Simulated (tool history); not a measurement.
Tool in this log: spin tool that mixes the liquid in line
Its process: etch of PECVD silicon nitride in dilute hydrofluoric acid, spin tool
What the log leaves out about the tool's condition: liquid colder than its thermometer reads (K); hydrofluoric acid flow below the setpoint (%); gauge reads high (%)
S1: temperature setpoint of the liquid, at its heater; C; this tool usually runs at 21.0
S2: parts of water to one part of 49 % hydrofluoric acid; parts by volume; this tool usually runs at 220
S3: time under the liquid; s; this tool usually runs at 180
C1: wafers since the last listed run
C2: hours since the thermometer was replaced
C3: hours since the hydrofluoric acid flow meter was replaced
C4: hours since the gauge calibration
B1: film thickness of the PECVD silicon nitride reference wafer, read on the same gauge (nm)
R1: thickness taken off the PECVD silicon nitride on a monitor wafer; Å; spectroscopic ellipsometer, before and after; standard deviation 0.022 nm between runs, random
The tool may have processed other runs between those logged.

run,hour,S1,S2,S3,C1,C2,C3,C4,B1,R1
1,0.0,24.5,220,180,0,1196.5,486.1,388.8,150.019,32.08
2,73.8,24.5,220,180,312,1270.3,559.9,462.6,149.971,32.46
3,122.3,24.5,220,180,205,1318.8,608.4,511.1,150.054,32.45
4,186.8,21.0,220,180,273,1383.3,672.9,575.6,149.990,25.11
5,229.8,21.0,220,180,182,1426.3,715.9,618.6,150.072,25.45
6,295.5,21.0,220,180,278,1492.0,781.6,684.3,149.957,25.01
7,400.5,21.0,220,180,444,1597.0,886.6,789.3,149.928,24.73
8,468.4,21.0,220,180,287,1664.9,954.5,857.2,149.990,24.76
9,510.9,21.0,220,180,179,1707.4,997.0,899.7,150.020,24.39
10,572.1,17.5,220,180,259,1768.6,1058.2,960.9,149.989,19.64
11,637.7,17.5,220,180,277,1834.2,1123.8,1026.5,149.928,19.51
12,702.5,21.0,170,180,274,1899.0,1188.6,1091.3,150.026,31.02
13,769.9,21.0,220,180,285,1966.4,1256.0,1158.7,149.998,24.70
14,855.6,25.0,305,180,362,2052.1,1341.7,1244.4,149.963,22.62
15,900.5,21.0,170,180,190,2097.0,1386.6,1289.3,149.997,30.78
16,979.0,18.5,220,180,332,2175.5,1465.1,1367.8,149.951,20.29
# hour 1079.2: gauge calibrated
17,1169.0,24.5,330,180,804,2365.5,1655.1,89.8,149.981,19.79
# hour 1203.1: hydrofluoric acid flow meter replaced
18,1263.0,23.5,220,150,393,2459.5,59.9,183.8,149.971,24.14
# hour 1329.3: thermometer replaced
19,1356.0,23.5,220,150,389,26.7,152.9,276.8,150.020,26.76
20,1463.6,21.0,220,180,455,134.3,260.5,384.4,149.994,26.83
21,1534.7,21.0,170,180,301,205.4,331.6,455.5,149.983,34.25
22,1636.9,19.0,295,140,432,307.6,433.8,557.7,150.010,13.68
23,1728.7,19.0,120,270,388,399.4,525.6,649.5,150.045,63.08
24,1855.8,26.0,250,140,538,526.5,652.7,776.6,150.022,24.57

Here are 4 independent what-if runs from the current tool condition. What would each one return?
A,1856.3,21.0,220,180,2,527.0,653.2,777.1,?,?
B,1856.3,21.0,220,125,2,527.0,653.2,777.1,?,?
C,1856.3,17.0,220,180,2,527.0,653.2,777.1,?,?
D,1856.3,18.0,280,225,2,527.0,653.2,777.1,?,?

run,B1,R1
A,150.021,25.88
B,150.021,17.97
C,150.021,19.87
D,150.021,21.09
What these runs would have given with no unlogged condition in the tool:
run,R1
A,27.29
B,18.95
C,20.98
D,22.24

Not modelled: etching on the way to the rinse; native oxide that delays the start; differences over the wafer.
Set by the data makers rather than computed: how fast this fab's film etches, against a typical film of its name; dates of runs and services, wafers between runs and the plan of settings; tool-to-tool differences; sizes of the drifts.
